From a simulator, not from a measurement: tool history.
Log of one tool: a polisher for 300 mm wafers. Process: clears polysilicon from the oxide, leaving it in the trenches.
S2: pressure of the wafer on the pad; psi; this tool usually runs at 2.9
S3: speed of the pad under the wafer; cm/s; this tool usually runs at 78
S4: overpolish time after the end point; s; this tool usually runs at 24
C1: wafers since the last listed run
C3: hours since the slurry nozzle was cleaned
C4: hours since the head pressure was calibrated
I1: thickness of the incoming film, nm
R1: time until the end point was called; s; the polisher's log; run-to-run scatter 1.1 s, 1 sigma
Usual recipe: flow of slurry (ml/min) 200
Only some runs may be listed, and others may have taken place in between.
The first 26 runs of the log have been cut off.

run 27 hour=647.0 | flow_of_slurry_(ml/min)=200 S2=2.9 S3=78 S4=24 | C1=268 wafers_polished_on_this_pad=371 C3=40.6 C4=559.8 | I1=634.6 | R1=56.1
-- hour=665.4 head pressure recalibrated
run 28 hour=665.9 | flow_of_slurry_(ml/min)=200 S2=2.9 S3=78 S4=24 | C1=142 wafers_polished_on_this_pad=513 C3=59.5 C4=0.5 | I1=640.4 | R1=56.6
run 29 hour=684.3 | flow_of_slurry_(ml/min)=200 S2=2.9 S3=78 S4=24 | C1=155 wafers_polished_on_this_pad=669 C3=77.9 C4=18.9 | I1=647.6 | R1=57.4
run 30 hour=710.9 | flow_of_slurry_(ml/min)=165 S2=2.4 S3=58 S4=37 | C1=224 wafers_polished_on_this_pad=893 C3=104.5 C4=45.5 | I1=643.9 | R1=95.1
run 31 hour=746.9 | flow_of_slurry_(ml/min)=200 S2=2.9 S3=78 S4=24 | C1=303 wafers_polished_on_this_pad=1196 C3=140.5 C4=81.5 | I1=652.3 | R1=61.6
run 32 hour=776.3 | flow_of_slurry_(ml/min)=200 S2=2.9 S3=58 S4=19 | C1=247 wafers_polished_on_this_pad=1444 C3=169.9 C4=110.9 | I1=648.0 | R1=77.3
-- hour=799.7 worn pad replaced by a new one
run 33 hour=800.2 | flow_of_slurry_(ml/min)=220 S2=3.6 S3=68 S4=24 | C1=167 wafers_polished_on_this_pad=3 C3=193.8 C4=134.8 | I1=644.5 | R1=52.4
run 34 hour=810.5 | flow_of_slurry_(ml/min)=175 S2=3.6 S3=78 S4=24 | C1=86 wafers_polished_on_this_pad=90 C3=204.1 C4=145.1 | I1=634.7 | R1=48.8

Consider 4 possible next runs. They are alternatives, not a sequence: every one starts from the tool as it was left by run 34. What does each give?
run A hour=810.9 | flow_of_slurry_(ml/min)=200 S2=2.9 S3=78 S4=24 | C1=3 wafers_polished_on_this_pad=94 C3=204.5 C4=145.5 | I1=637.8 | R1=?
run B hour=810.9 | flow_of_slurry_(ml/min)=200 S2=2.9 S3=92 S4=16 | C1=3 wafers_polished_on_this_pad=94 C3=204.5 C4=145.5 | I1=637.8 | R1=?
run C hour=810.9 | flow_of_slurry_(ml/min)=250 S2=2.9 S3=88 S4=24 | C1=3 wafers_polished_on_this_pad=94 C3=204.5 C4=145.5 | I1=637.8 | R1=?
run D hour=810.9 | flow_of_slurry_(ml/min)=260 S2=3.7 S3=90 S4=18 | C1=3 wafers_polished_on_this_pad=94 C3=204.5 C4=145.5 | I1=637.8 | R1=?

run=A R1=59.6
run=B R1=51.8
run=C R1=51.4
run=D R1=39.2
Stripped of hidden state, with their random variation kept, the same runs would have yielded:
run=A R1=54.4
run=B R1=47.3
run=C R1=47.7
run=D R1=36.6
